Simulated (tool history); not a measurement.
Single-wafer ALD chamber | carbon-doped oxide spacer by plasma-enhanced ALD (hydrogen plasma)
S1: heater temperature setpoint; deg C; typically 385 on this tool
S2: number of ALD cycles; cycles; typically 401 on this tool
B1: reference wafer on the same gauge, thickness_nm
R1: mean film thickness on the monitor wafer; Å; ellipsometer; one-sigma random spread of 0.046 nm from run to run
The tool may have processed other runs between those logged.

run 1 hour=0 | S1=388 S2=401 | B1=16.209 | R1=184.5
run 2 hour=12.9 | S1=388 S2=401 | B1=16.212 | R1=184.09
run 3 hour=42.6 | S1=388 S2=350 | B1=16.184 | R1=161.06
run 4 hour=59 | S1=388 S2=350 | B1=16.186 | R1=160.6
run 5 hour=72.3 | S1=385 S2=401 | B1=16.203 | R1=184.84
run 6 hour=104.3 | S1=385 S2=401 | B1=16.22 | R1=183.89
run 7 hour=136.4 | S1=385 S2=401 | B1=16.192 | R1=184.84
run 8 hour=166.8 | S1=385 S2=401 | B1=16.206 | R1=183.93
run 9 hour=193.1 | S1=385 S2=401 | B1=16.175 | R1=184.1
run 10 hour=215.3 | S1=385 S2=401 | B1=16.197 | R1=185.05
run 11 hour=249.9 | S1=391 S2=370 | B1=16.192 | R1=170.05
run 12 hour=267.1 | S1=385 S2=401 | B1=16.2 | R1=184.33
run 13 hour=279.6 | S1=385 S2=401 | B1=16.196 | R1=183.94
run 14 hour=315.1 | S1=385 S2=401 | B1=16.201 | R1=185.09
run 15 hour=337 | S1=385 S2=449 | B1=16.212 | R1=206.96
run 16 hour=351.2 | S1=379 S2=462 | B1=16.202 | R1=212.26
-- hour=373.8 thermocouple changed; heater temperature recalibrated
run 17 hour=374.3 | S1=396 S2=364 | B1=16.206 | R1=167.62
run 18 hour=388.3 | S1=394 S2=356 | B1=16.206 | R1=164.03
run 19 hour=422.3 | S1=396 S2=401 | B1=16.213 | R1=184.43
run 20 hour=455.5 | S1=399 S2=352 | B1=16.211 | R1=162.38
run 21 hour=481.1 | S1=379 S2=445 | B1=16.204 | R1=204.29
-- hour=483.2 gauge calibrated
run 22 hour=502.7 | S1=385 S2=401 | B1=16.201 | R1=184.63
run 23 hour=519 | S1=385 S2=354 | B1=16.201 | R1=163.07
run 24 hour=535.3 | S1=385 S2=401 | B1=16.202 | R1=184.62
run 25 hour=569.8 | S1=385 S2=422 | B1=16.207 | R1=194.84
run 26 hour=581.9 | S1=381 S2=377 | B1=16.196 | R1=172.99
run 27 hour=605.6 | S1=385 S2=401 | B1=16.208 | R1=184.72
run 28 hour=631.2 | S1=385 S2=474 | B1=16.207 | R1=219.05
run 29 hour=663.2 | S1=392 S2=473 | B1=16.207 | R1=217.58
run 30 hour=692.4 | S1=385 S2=401 | B1=16.207 | R1=184.16
run 31 hour=713.3 | S1=385 S2=401 | B1=16.192 | R1=184.54

State the hidden condition of the tool at each of the runs:
wafer temperature above the value expected at the setpoint (K): 0 on each run
gauge reads high (%): 0 on each run
